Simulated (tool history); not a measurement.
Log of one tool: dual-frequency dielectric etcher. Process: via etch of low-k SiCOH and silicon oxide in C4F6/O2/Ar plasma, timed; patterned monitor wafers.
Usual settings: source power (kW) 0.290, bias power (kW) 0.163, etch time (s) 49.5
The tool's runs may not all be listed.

run    day  source power (kW)  bias power (kW)  etch time (s)  wafers since the last listed run  hours since the last wet clean  hours since the last source power generator calibration  hours since the last bias power generator calibration  hours since the last upper electrode change  hours since the gauge calibration  read-back reference wafer on the same gauge, depth_nm  mean etch depth across the wafer (angstrom)
  1  0.000              0.290            0.163           42.5                                 0                           454.9                                                   1454.9                                                 3214.6                                       4678.4                               62.2                                                  113.7                                          855
  2  0.683              0.290            0.163           42.5                               213                           471.3                                                   1471.3                                                 3231.0                                       4694.8                               78.6                                                  113.7                                          858
  3  1.625              0.240            0.163           49.5                               294                           493.9                                                   1493.9                                                 3253.6                                       4717.4                              101.2                                                  113.6                                          920
  4  2.804              0.240            0.163           49.5                               368                           522.2                                                   1522.2                                                 3281.9                                       4745.7                              129.5                                                  113.7                                          921
     4.221  -- wet clean of the chamber
     4.258  -- upper electrode replaced
  5  4.279              0.290            0.163           46.5                               135                             1.4                                                   1557.6                                                 3317.3                                          0.5                              164.9                                                  113.8                                          913
  6  5.183              0.290            0.163           49.5                               282                            23.1                                                   1579.3                                                 3339.0                                         22.2                              186.6                                                  113.7                                          974
     6.079  -- source power generator calibrated
  7  6.100              0.290            0.163           49.5                               234                            45.1                                                      0.5                                                 3361.0                                         44.2                              208.6                                                  113.7                                          974
  8  7.333              0.320            0.176           43.0                               385                            74.7                                                     30.1                                                 3390.6                                         73.8                              238.2                                                  113.7                                          906
  9  8.521              0.240            0.163           49.5                               370                           103.2                                                     58.6                                                 3419.1                                        102.3                              266.7                                                  113.7                                          899
     8.762  -- gauge calibrated
     9.167  -- bias power generator calibrated
 10  9.188              0.290            0.163           42.5                               156                           119.2                                                     74.6                                                    0.5                                        118.3                               10.2                                                  113.8                                          842
 11  9.775              0.350            0.145           58.5                               183                           133.3                                                     88.7                                                   14.6                                        132.4                               24.3                                                  113.7                                         1215

Forecast run 12:
 12  10.421              0.340            0.185           45.0                               201                           148.8                                                    104.2                                                   30.1                                        147.9                               39.8                                                      ?                                            ?

{"run 12": {"read-back reference wafer on the same gauge, depth_nm": 113.7, "mean etch depth across the wafer (angstrom)": 989}}
Without the tool's hidden state the same run would have given mean etch depth across the wafer (angstrom) 982.
